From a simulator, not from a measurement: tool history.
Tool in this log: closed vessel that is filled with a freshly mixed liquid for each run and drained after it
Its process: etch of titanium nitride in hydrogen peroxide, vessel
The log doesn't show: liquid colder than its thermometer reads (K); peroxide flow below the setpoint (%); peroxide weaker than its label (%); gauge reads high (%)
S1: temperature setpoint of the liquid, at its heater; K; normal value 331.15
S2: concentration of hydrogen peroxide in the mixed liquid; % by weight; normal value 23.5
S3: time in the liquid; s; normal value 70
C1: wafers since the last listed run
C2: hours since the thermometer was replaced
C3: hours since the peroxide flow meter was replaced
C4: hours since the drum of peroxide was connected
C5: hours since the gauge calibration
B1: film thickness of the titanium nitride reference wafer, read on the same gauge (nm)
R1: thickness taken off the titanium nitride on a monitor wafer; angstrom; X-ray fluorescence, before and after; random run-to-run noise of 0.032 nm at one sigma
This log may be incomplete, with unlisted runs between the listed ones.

{"run": 1, "hour": 0.0, "S1": 331.15, "S2": 23.5, "S3": 70, "C1": 0, "C2": 692.9, "C3": 325.7, "C4": 849.0, "C5": 423.0, "B1": 89.99, "R1": 48.3}
{"run": 2, "hour": 52.7, "S1": 331.15, "S2": 23.5, "S3": 70, "C1": 7772, "C2": 745.6, "C3": 378.4, "C4": 901.7, "C5": 475.7, "B1": 89.98, "R1": 48.1}
{"hour": 56.6, "done": "peroxide flow meter replaced"}
{"run": 3, "hour": 91.7, "S1": 331.15, "S2": 23.5, "S3": 70, "C1": 5604, "C2": 784.6, "C3": 35.1, "C4": 940.7, "C5": 514.7, "B1": 90.0, "R1": 47.6}
{"run": 4, "hour": 129.8, "S1": 331.15, "S2": 23.5, "S3": 70, "C1": 5619, "C2": 822.7, "C3": 73.2, "C4": 978.8, "C5": 552.8, "B1": 89.98, "R1": 48.0}
{"run": 5, "hour": 191.6, "S1": 331.15, "S2": 23.5, "S3": 70, "C1": 9115, "C2": 884.5, "C3": 135.0, "C4": 1040.6, "C5": 614.6, "B1": 89.99, "R1": 48.1}
{"run": 6, "hour": 262.9, "S1": 331.15, "S2": 23.5, "S3": 70, "C1": 10516, "C2": 955.8, "C3": 206.3, "C4": 1111.9, "C5": 685.9, "B1": 90.0, "R1": 47.8}
{"run": 7, "hour": 290.9, "S1": 331.15, "S2": 23.5, "S3": 70, "C1": 4129, "C2": 983.8, "C3": 234.3, "C4": 1139.9, "C5": 713.9, "B1": 89.98, "R1": 47.4}
{"run": 8, "hour": 360.1, "S1": 331.15, "S2": 23.5, "S3": 70, "C1": 10206, "C2": 1053.0, "C3": 303.5, "C4": 1209.1, "C5": 783.1, "B1": 90.0, "R1": 47.0}
{"run": 9, "hour": 421.8, "S1": 331.15, "S2": 21.5, "S3": 70, "C1": 9100, "C2": 1114.7, "C3": 365.2, "C4": 1270.8, "C5": 844.8, "B1": 90.02, "R1": 46.1}
{"run": 10, "hour": 532.0, "S1": 331.15, "S2": 21.5, "S3": 70, "C1": 16253, "C2": 1224.9, "C3": 475.4, "C4": 1381.0, "C5": 955.0, "B1": 89.98, "R1": 45.8}
{"hour": 561.7, "done": "peroxide flow meter replaced"}
{"hour": 561.8, "done": "thermometer replaced"}
{"run": 11, "hour": 567.5, "S1": 331.15, "S2": 21.5, "S3": 70, "C1": 5067, "C2": 5.7, "C3": 5.8, "C4": 1416.5, "C5": 990.5, "B1": 90.0, "R1": 48.5}
{"run": 12, "hour": 595.7, "S1": 339.15, "S2": 23.5, "S3": 70, "C1": 4159, "C2": 33.9, "C3": 34.0, "C4": 1444.7, "C5": 1018.7, "B1": 89.99, "R1": 84.7}
{"run": 13, "hour": 622.3, "S1": 331.15, "S2": 23.5, "S3": 70, "C1": 3923, "C2": 60.5, "C3": 60.6, "C4": 1471.3, "C5": 1045.3, "B1": 90.0, "R1": 49.9}
{"run": 14, "hour": 691.4, "S1": 323.65, "S2": 23.5, "S3": 35, "C1": 10191, "C2": 129.6, "C3": 129.7, "C4": 1540.4, "C5": 1114.4, "B1": 90.03, "R1": 14.6}
{"run": 15, "hour": 718.4, "S1": 338.65, "S2": 30.0, "S3": 85, "C1": 3982, "C2": 156.6, "C3": 156.7, "C4": 1567.4, "C5": 1141.4, "B1": 90.01, "R1": 104.5}
{"hour": 780.3, "done": "new drum of peroxide connected"}
{"run": 16, "hour": 926.5, "S1": 325.65, "S2": 20.5, "S3": 95, "C1": 30545, "C2": 364.7, "C3": 364.8, "C4": 146.2, "C5": 1349.5, "B1": 89.98, "R1": 43.4}
{"run": 17, "hour": 968.6, "S1": 325.65, "S2": 20.5, "S3": 95, "C1": 6209, "C2": 406.8, "C3": 406.9, "C4": 188.3, "C5": 1391.6, "B1": 90.01, "R1": 43.9}
{"hour": 973.6, "done": "gauge calibrated"}
{"hour": 1013.1, "done": "peroxide flow meter replaced"}
{"run": 18, "hour": 1037.5, "S1": 335.15, "S2": 29.5, "S3": 50, "C1": 10014, "C2": 475.7, "C3": 24.4, "C4": 257.2, "C5": 63.9, "B1": 90.0, "R1": 47.6}
{"run": 19, "hour": 1068.9, "S1": 338.15, "S2": 29.0, "S3": 70, "C1": 4631, "C2": 507.1, "C3": 55.8, "C4": 288.6, "C5": 95.3, "B1": 90.02, "R1": 81.4}
{"run": 20, "hour": 1123.5, "S1": 335.15, "S2": 21.0, "S3": 70, "C1": 8053, "C2": 561.7, "C3": 110.4, "C4": 343.2, "C5": 149.9, "B1": 90.0, "R1": 61.5}

Expected results for the next run?
{"run": 21, "hour": 1167.2, "S1": 334.15, "S2": 30.0, "S3": 35, "C1": 6445, "C2": 605.4, "C3": 154.1, "C4": 386.9, "C5": 193.6, "B1": "?", "R1": "?"}

{"run 21": {"B1": 90.0, "R1": 30.9}}
Take away the tool's hidden state, keep the run-to-run variation as it was, and the same run would have given R1 31.9 angstrom.
